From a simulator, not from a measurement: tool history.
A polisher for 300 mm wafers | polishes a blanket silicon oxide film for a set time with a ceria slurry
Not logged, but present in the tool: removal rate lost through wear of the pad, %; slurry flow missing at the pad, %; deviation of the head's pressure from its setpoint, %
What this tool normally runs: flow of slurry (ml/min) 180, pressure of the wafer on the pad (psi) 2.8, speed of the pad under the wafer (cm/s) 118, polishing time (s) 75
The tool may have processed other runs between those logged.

run     day  flow of slurry (ml/min)  pressure of the wafer on the pad (psi)  speed of the pad under the wafer (cm/s)  polishing time (s)  wafers since the last listed run  wafers polished on this pad  hours since the slurry nozzle was cleaned  hours since the head pressure was calibrated  incoming thickness of the incoming film, nm  film removed (Å)
  1       0                      180                                     2.8                                      118                  75                                 0                         1842                                      473.7                                          22.5                                        973.9              3230
  2   4.146                      180                                     2.8                                      118                  75                              1353                         3195                                      573.2                                           122                                        988.6              3183
      6.546  -- worn pad replaced by a new one
  3   7.288                      180                                     3.5                                      118                  75                               971                          242                                      648.6                                         197.4                                        975.8              4062
  4  10.054                      180                                     2.8                                      118                  75                               903                         1145                                        715                                         263.8                                          975              3239
     11.433  -- slurry nozzle cleaned
  5  12.512                      180                                     2.8                                      118                  75                               789                         1934                                       25.9                                         322.8                                        993.6              3479
     12.608  -- head pressure recalibrated
  6  15.542                      180                                     2.8                                      118                  75                               961                         2896                                       98.6                                          70.4                                        995.3              3385
  7    19.8                      180                                     2.8                                      118                  75                              1390                         4287                                      200.8                                         172.6                                          993              3319
     21.846  -- worn pad replaced by a new one
  8  23.179                      180                                     2.8                                      118                  75                              1048                          435                                      281.9                                         253.7                                        992.4              3376
  9  27.317                      180                                     2.8                                      118                  75                              1350                         1786                                      381.2                                           353                                        990.2              3299
     27.975  -- head pressure recalibrated
 10  30.258                      180                                     2.8                                      118                  84                               933                         2719                                      451.8                                          54.8                                        992.5              3631
 11  32.125                      180                                     2.8                                      118                  84                               609                         3329                                      496.6                                          99.6                                        976.6              3623
 12  33.754                      180                                     2.8                                      118                  75                               531                         3861                                      535.7                                         138.7                                        981.9              3235
 13  35.567                      180                                     2.8                                      118                  75                               591                         4452                                      579.2                                         182.2                                        985.2              3185
     36.742  -- worn pad replaced by a new one
 14  38.683                      195                                     2.4                                      136                  75                               963                          633                                        654                                           257                                        995.5              3381
 15  41.604                      180                                     2.8                                       98                  75                               953                         1587                                      724.1                                         327.1                                        983.7              2735
     43.233  -- head pressure recalibrated
 16  44.675                      155                                     2.8                                      118                  75                               975                         2563                                      797.8                                          34.6                                        965.1              3092
     48.054  -- slurry nozzle cleaned
 17  48.196                      180                                     2.8                                      118                  75                              1136                         3699                                        3.4                                         119.1                                        992.3              3389
     51.767  -- worn pad replaced by a new one
 18  52.346                      180                                     2.8                                      118                  87                              1300                          189                                        103                                         218.7                                        991.1              4074
 19  54.212                      180                                     2.8                                      106                  75                               609                          798                                      147.8                                         263.5                                        973.7              3123
 20  56.367                      220                                     2.8                                       78                  75                               703                         1502                                      199.5                                         315.2                                        991.9              2308
 21  58.558                      180                                     2.8                                      118                  75                               715                         2217                                      252.1                                         367.8                                        982.7              3357
     59.879  -- head pressure recalibrated
 22  60.583                      155                                     2.1                                      108                  63                               633                         2851                                      300.7                                          16.9                                        978.7              1878
 23  62.883                      200                                     2.8                                      118                  75                               750                         3602                                      355.9                                          72.1                                        988.5              3322
      65.55  -- worn pad replaced by a new one
 24  66.275                      140                                     2.8                                      130                  61                              1053                          236                                      437.3                                         153.5                                        979.3              2900
 25  70.154                      180                                     3.2                                       90                  66                              1266                         1503                                      530.4                                         246.6                                        983.3              2525

5 options for the next run, each taken on its own from the tool as it stands now. Forecast them:
  A  70.171                      180                                     2.8                                      118                  75                                 5                         1508                                      530.8                                           247                                          986                 ?
  B  70.171                      205                                     2.8                                      132                  85                                 5                         1508                                      530.8                                           247                                          986                 ?
  C  70.171                      180                                     2.8                                      118                  85                                 5                         1508                                      530.8                                           247                                          986                 ?
  D  70.171                      180                                     2.8                                      130                  68                                 5                         1508                                      530.8                                           247                                          986                 ?
  E  70.171                      195                                     2.8                                      118                  75                                 5                         1508                                      530.8                                           247                                          986                 ?

run  film removed (Å)
  A              3306
  B              4305
  C              3747
  D              3303
  E              3363
With the hidden condition removed and each run's random variation left untouched, the same runs would have given:
run  film removed (Å)
  A              3616
  B              4674
  C              4098
  D              3612
  E              3661
